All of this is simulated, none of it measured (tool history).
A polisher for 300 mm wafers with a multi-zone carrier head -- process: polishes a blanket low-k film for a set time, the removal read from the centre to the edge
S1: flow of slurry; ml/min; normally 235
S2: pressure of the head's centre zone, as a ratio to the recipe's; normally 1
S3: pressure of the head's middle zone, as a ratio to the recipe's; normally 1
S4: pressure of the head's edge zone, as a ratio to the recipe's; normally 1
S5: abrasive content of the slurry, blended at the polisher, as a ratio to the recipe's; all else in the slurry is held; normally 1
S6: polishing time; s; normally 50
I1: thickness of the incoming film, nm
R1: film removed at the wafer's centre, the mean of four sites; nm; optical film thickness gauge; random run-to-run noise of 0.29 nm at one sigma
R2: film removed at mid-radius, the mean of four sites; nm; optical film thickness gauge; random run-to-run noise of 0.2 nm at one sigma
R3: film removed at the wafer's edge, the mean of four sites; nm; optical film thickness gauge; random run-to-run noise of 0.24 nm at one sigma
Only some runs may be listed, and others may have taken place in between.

| run | day | S1 | S2 | S3 | S4 | S5 | S6 | I1 | R1 | R2 | R3 |
|---|---|---|---|---|---|---|---|---|---|---|---|
| 1 | 0 | 280 | 1 | 0.89 | 1 | 1 | 50 | 657.4 | 21.4 | 20.7 | 22.3 |
| 2 | 2.096 | 280 | 1 | 1 | 1 | 1 | 50 | 665.9 | 21.4 | 22 | 21.6 |
| 3 | 4.225 | 235 | 1 | 1 | 0.95 | 1 | 68 | 667.6 | 28.2 | 29.9 | 28.4 |
| 4 | 6.388 | 235 | 1 | 0.94 | 0.96 | 1 | 50 | 662.1 | 20.5 | 20.4 | 21.2 |
| 5 | 9.583 | 235 | 1 | 1 | 0.88 | 1 | 57 | 656.9 | 22.9 | 24.2 | 23 |
|  | 12.083 | edge zone pressure recalibrated |
| 6 | 14 | 235 | 1 | 1 | 1 | 1 | 50 | 653.4 | 20.1 | 21.2 | 20.8 |
|  | 14.583 | slurry nozzle cleaned |
| 7 | 16.633 | 200 | 1 | 1 | 0.94 | 1 | 50 | 665.2 | 19.6 | 20.9 | 20.1 |
| 8 | 18.362 | 235 | 1 | 1.04 | 1 | 0.75 | 50 | 658.5 | 18 | 19.5 | 18.5 |
| 9 | 22.321 | 235 | 1 | 1 | 1 | 1 | 50 | 658.8 | 19.7 | 20.7 | 20.5 |
|  | 24.5 | worn pad replaced by a new one |
| 10 | 24.754 | 235 | 1 | 1 | 1 | 1 | 50 | 657.8 | 21.3 | 22.5 | 21.7 |
|  | 25.8 | centre zone pressure recalibrated |
| 11 | 27.875 | 235 | 1 | 1.1 | 0.9 | 1 | 50 | 666.9 | 21.2 | 24.1 | 20.9 |
|  | 29.504 | carrier head's membrane replaced by a new one |
| 12 | 30.771 | 260 | 1 | 1 | 0.96 | 1 | 50 | 661.7 | 21.5 | 22.6 | 21.5 |
| 13 | 32.75 | 235 | 1 | 1 | 1 | 1 | 50 | 654.2 | 21.2 | 22.1 | 21.9 |
| 14 | 36.842 | 235 | 1.11 | 0.93 | 0.92 | 1 | 38 | 648.7 | 17.9 | 15.6 | 15.5 |
| 15 | 39.325 | 235 | 1 | 1 | 1 | 1 | 50 | 658.9 | 20.8 | 22 | 21 |
| 16 | 40.854 | 235 | 1 | 1.1 | 1 | 1 | 50 | 656 | 21.1 | 23.3 | 21.6 |
|  | 42.225 | edge zone pressure recalibrated |
|  | 44.283 | slurry nozzle cleaned |
| 17 | 45.179 | 235 | 1 | 1.03 | 1 | 1 | 50 | 662.2 | 20.1 | 21.8 | 21 |
| 18 | 47.992 | 235 | 0.95 | 1 | 1 | 1.15 | 33 | 655.1 | 13.3 | 14.9 | 14.7 |
| 19 | 50.629 | 235 | 1 | 0.95 | 1 | 1 | 50 | 651.5 | 20.2 | 20.2 | 20.9 |
|  | 52.396 | worn pad replaced by a new one |
| 20 | 53.146 | 235 | 1 | 0.93 | 0.91 | 1.15 | 50 | 649.7 | 22.4 | 22.3 | 22.1 |
|  | 54.421 | centre zone pressure recalibrated |
| 21 | 54.662 | 235 | 1 | 1 | 1 | 1 | 50 | 659.3 | 20.7 | 22.2 | 21.8 |
|  | 56.388 | carrier head's membrane replaced by a new one |
| 22 | 57.371 | 310 | 1 | 1 | 1 | 1 | 50 | 668.5 | 22.6 | 22.7 | 22.2 |

Alternative continuations, all from the tool just after run 22; predict every row:
| A | 57.388 | 235 | 1 | 1 | 1 | 1 | 60 | 657.9 | ? | ? | ? |
| B | 57.388 | 165 | 1 | 0.93 | 1.12 | 1 | 60 | 657.9 | ? | ? | ? |
| C | 57.388 | 235 | 1 | 1 | 0.9 | 1 | 50 | 657.9 | ? | ? | ? |

| run | R1 | R2 | R3 |
|---|---|---|---|
| A | 26 | 26.6 | 26 |
| B | 24.6 | 23.9 | 26.5 |
| C | 21.7 | 22.2 | 20.7 |
The same runs, with their run-to-run variation unchanged, on a tool lacking any hidden condition would have given:
| run | R1 | R2 | R3 |
|---|---|---|---|
| A | 26.6 | 27.2 | 26.5 |
| B | 25.1 | 24.5 | 27 |
| C | 22.1 | 22.7 | 21.1 |
